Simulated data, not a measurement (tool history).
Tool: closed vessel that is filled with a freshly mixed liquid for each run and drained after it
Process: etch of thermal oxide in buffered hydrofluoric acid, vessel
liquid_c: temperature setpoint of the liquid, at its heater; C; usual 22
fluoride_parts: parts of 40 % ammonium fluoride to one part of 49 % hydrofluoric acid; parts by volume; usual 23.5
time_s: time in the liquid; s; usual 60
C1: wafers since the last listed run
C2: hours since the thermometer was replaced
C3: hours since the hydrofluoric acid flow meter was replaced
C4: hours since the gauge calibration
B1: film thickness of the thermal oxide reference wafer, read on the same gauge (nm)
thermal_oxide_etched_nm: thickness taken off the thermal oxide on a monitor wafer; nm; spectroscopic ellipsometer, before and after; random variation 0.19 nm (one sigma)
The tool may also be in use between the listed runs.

{"run": 1, "hour": 0.0, "liquid_c": 25, "fluoride_parts": 23.5, "time_s": 60, "C1": 0, "C2": 1337.5, "C3": 1959.4, "C4": 99.6, "B1": 130.01, "thermal_oxide_etched_nm": 38.76}
{"run": 2, "hour": 7.2, "liquid_c": 25, "fluoride_parts": 23.5, "time_s": 60, "C1": 689, "C2": 1344.7, "C3": 1966.6, "C4": 106.8, "B1": 130.0, "thermal_oxide_etched_nm": 38.74}
{"run": 3, "hour": 15.7, "liquid_c": 25, "fluoride_parts": 23.5, "time_s": 60, "C1": 813, "C2": 1353.2, "C3": 1975.1, "C4": 115.3, "B1": 130.03, "thermal_oxide_etched_nm": 38.77}
{"run": 4, "hour": 25.2, "liquid_c": 22, "fluoride_parts": 23.5, "time_s": 60, "C1": 909, "C2": 1362.7, "C3": 1984.6, "C4": 124.8, "B1": 129.99, "thermal_oxide_etched_nm": 32.23}
{"run": 5, "hour": 37.1, "liquid_c": 22, "fluoride_parts": 23.5, "time_s": 60, "C1": 1139, "C2": 1374.6, "C3": 1996.5, "C4": 136.7, "B1": 129.99, "thermal_oxide_etched_nm": 32.77}
{"run": 6, "hour": 44.4, "liquid_c": 22, "fluoride_parts": 16.5, "time_s": 60, "C1": 698, "C2": 1381.9, "C3": 2003.8, "C4": 144.0, "B1": 130.01, "thermal_oxide_etched_nm": 44.46}
{"hour": 52.3, "done": "hydrofluoric acid flow meter replaced"}
{"run": 7, "hour": 62.3, "liquid_c": 22, "fluoride_parts": 16.5, "time_s": 60, "C1": 1617, "C2": 1399.8, "C3": 10.0, "C4": 161.9, "B1": 129.99, "thermal_oxide_etched_nm": 43.9}

Run 8 comes next. What will it give?
{"hour": 66.5, "done": "gauge calibrated"}
{"run": 8, "hour": 101.5, "liquid_c": 26, "fluoride_parts": 30.0, "time_s": 90, "C1": 3752, "C2": 1439.0, "C3": 49.2, "C4": 35.0, "B1": "?", "thermal_oxide_etched_nm": "?"}

Run 8 gave B1 129.99, thermal_oxide_etched_nm 51.84 nm.
Without the tool's hidden state the same run would have given thermal_oxide_etched_nm 51.84 nm.
